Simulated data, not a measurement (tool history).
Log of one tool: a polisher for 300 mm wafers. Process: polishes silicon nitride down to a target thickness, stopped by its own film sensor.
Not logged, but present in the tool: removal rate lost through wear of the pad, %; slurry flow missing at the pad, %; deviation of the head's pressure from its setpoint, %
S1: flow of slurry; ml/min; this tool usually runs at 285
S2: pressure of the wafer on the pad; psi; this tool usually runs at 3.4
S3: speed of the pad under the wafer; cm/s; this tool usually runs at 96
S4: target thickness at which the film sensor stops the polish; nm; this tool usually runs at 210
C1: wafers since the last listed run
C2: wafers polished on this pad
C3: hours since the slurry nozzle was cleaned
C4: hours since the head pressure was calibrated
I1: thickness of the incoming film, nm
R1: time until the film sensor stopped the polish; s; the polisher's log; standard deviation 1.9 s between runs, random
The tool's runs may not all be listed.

{"run": 1, "hour": 0.0, "S1": 285, "S2": 3.4, "S3": 96, "S4": 210, "C1": 0, "C2": 920, "C3": 179.1, "C4": 486.5, "I1": 395.9, "R1": 107.6}
{"hour": 61.5, "done": "slurry nozzle cleaned"}
{"run": 2, "hour": 69.8, "S1": 285, "S2": 3.4, "S3": 96, "S4": 210, "C1": 469, "C2": 1390, "C3": 8.3, "C4": 556.3, "I1": 389.2, "R1": 111.9}
{"hour": 99.4, "done": "worn pad replaced by a new one"}
{"run": 3, "hour": 135.1, "S1": 285, "S2": 3.4, "S3": 96, "S4": 210, "C1": 418, "C2": 243, "C3": 73.6, "C4": 621.6, "I1": 388.2, "R1": 98.3}
{"run": 4, "hour": 200.5, "S1": 285, "S2": 3.4, "S3": 96, "S4": 210, "C1": 446, "C2": 689, "C3": 139.0, "C4": 687.0, "I1": 387.6, "R1": 102.0}
{"run": 5, "hour": 256.1, "S1": 285, "S2": 3.4, "S3": 96, "S4": 210, "C1": 379, "C2": 1069, "C3": 194.6, "C4": 742.6, "I1": 394.8, "R1": 109.4}
{"hour": 270.8, "done": "slurry nozzle cleaned"}
{"run": 6, "hour": 310.5, "S1": 285, "S2": 3.4, "S3": 96, "S4": 210, "C1": 364, "C2": 1433, "C3": 39.7, "C4": 797.0, "I1": 390.8, "R1": 109.1}
{"hour": 344.7, "done": "worn pad replaced by a new one"}
{"run": 7, "hour": 353.5, "S1": 285, "S2": 3.4, "S3": 96, "S4": 210, "C1": 266, "C2": 60, "C3": 82.7, "C4": 840.0, "I1": 388.0, "R1": 98.9}
{"run": 8, "hour": 412.3, "S1": 285, "S2": 3.4, "S3": 96, "S4": 210, "C1": 401, "C2": 461, "C3": 141.5, "C4": 898.8, "I1": 390.6, "R1": 100.8}
{"run": 9, "hour": 457.9, "S1": 255, "S2": 3.4, "S3": 116, "S4": 210, "C1": 311, "C2": 772, "C3": 187.1, "C4": 944.4, "I1": 392.1, "R1": 94.1}
{"run": 10, "hour": 499.0, "S1": 365, "S2": 3.4, "S3": 96, "S4": 210, "C1": 280, "C2": 1053, "C3": 228.2, "C4": 985.5, "I1": 392.3, "R1": 106.0}
{"hour": 508.0, "done": "slurry nozzle cleaned"}
{"hour": 575.7, "done": "worn pad replaced by a new one"}
{"run": 11, "hour": 582.0, "S1": 210, "S2": 4.2, "S3": 62, "S4": 210, "C1": 532, "C2": 43, "C3": 74.0, "C4": 1068.5, "I1": 385.7, "R1": 107.4}
{"run": 12, "hour": 676.1, "S1": 285, "S2": 3.4, "S3": 96, "S4": 210, "C1": 642, "C2": 685, "C3": 168.1, "C4": 1162.6, "I1": 393.0, "R1": 102.3}
{"hour": 749.5, "done": "slurry nozzle cleaned"}
{"run": 13, "hour": 770.8, "S1": 195, "S2": 2.2, "S3": 82, "S4": 210, "C1": 639, "C2": 1324, "C3": 21.3, "C4": 1257.3, "I1": 390.9, "R1": 197.0}
{"hour": 782.7, "done": "head pressure recalibrated"}
{"hour": 819.4, "done": "worn pad replaced by a new one"}
{"run": 14, "hour": 866.5, "S1": 285, "S2": 3.4, "S3": 128, "S4": 210, "C1": 612, "C2": 321, "C3": 117.0, "C4": 83.8, "I1": 391.6, "R1": 82.6}
{"run": 15, "hour": 943.6, "S1": 345, "S2": 2.6, "S3": 96, "S4": 210, "C1": 526, "C2": 847, "C3": 194.1, "C4": 160.9, "I1": 393.4, "R1": 140.3}
{"hour": 960.7, "done": "slurry nozzle cleaned"}
{"hour": 1018.4, "done": "worn pad replaced by a new one"}
{"run": 16, "hour": 1039.3, "S1": 350, "S2": 3.4, "S3": 66, "S4": 210, "C1": 618, "C2": 142, "C3": 78.6, "C4": 256.6, "I1": 384.9, "R1": 121.0}
{"run": 17, "hour": 1075.9, "S1": 285, "S2": 3.8, "S3": 96, "S4": 252, "C1": 249, "C2": 392, "C3": 115.2, "C4": 293.2, "I1": 387.8, "R1": 65.5}

Alternative continuations, all from the tool just after run 17; predict every row:
{"run": "A", "hour": 1076.4, "S1": 210, "S2": 3.4, "S3": 96, "S4": 210, "C1": 3, "C2": 395, "C3": 115.7, "C4": 293.7, "I1": 393.5, "R1": "?"}
{"run": "B", "hour": 1076.4, "S1": 205, "S2": 4.1, "S3": 96, "S4": 210, "C1": 3, "C2": 395, "C3": 115.7, "C4": 293.7, "I1": 393.5, "R1": "?"}
{"run": "C", "hour": 1076.4, "S1": 235, "S2": 4.2, "S3": 66, "S4": 210, "C1": 3, "C2": 395, "C3": 115.7, "C4": 293.7, "I1": 393.5, "R1": "?"}
{"run": "D", "hour": 1076.4, "S1": 315, "S2": 3.4, "S3": 88, "S4": 210, "C1": 3, "C2": 395, "C3": 115.7, "C4": 293.7, "I1": 393.5, "R1": "?"}
{"run": "E", "hour": 1076.4, "S1": 335, "S2": 3.4, "S3": 96, "S4": 210, "C1": 3, "C2": 395, "C3": 115.7, "C4": 293.7, "I1": 393.5, "R1": "?"}

run=A R1=105.4
run=B R1=87.5
run=C R1=106.4
run=D R1=108.2
run=E R1=102.0
Stripped of hidden state, with their random variation kept, the same runs would have yielded:
run=A R1=103.8
run=B R1=86.2
run=C R1=104.8
run=D R1=106.5
run=E R1=100.4
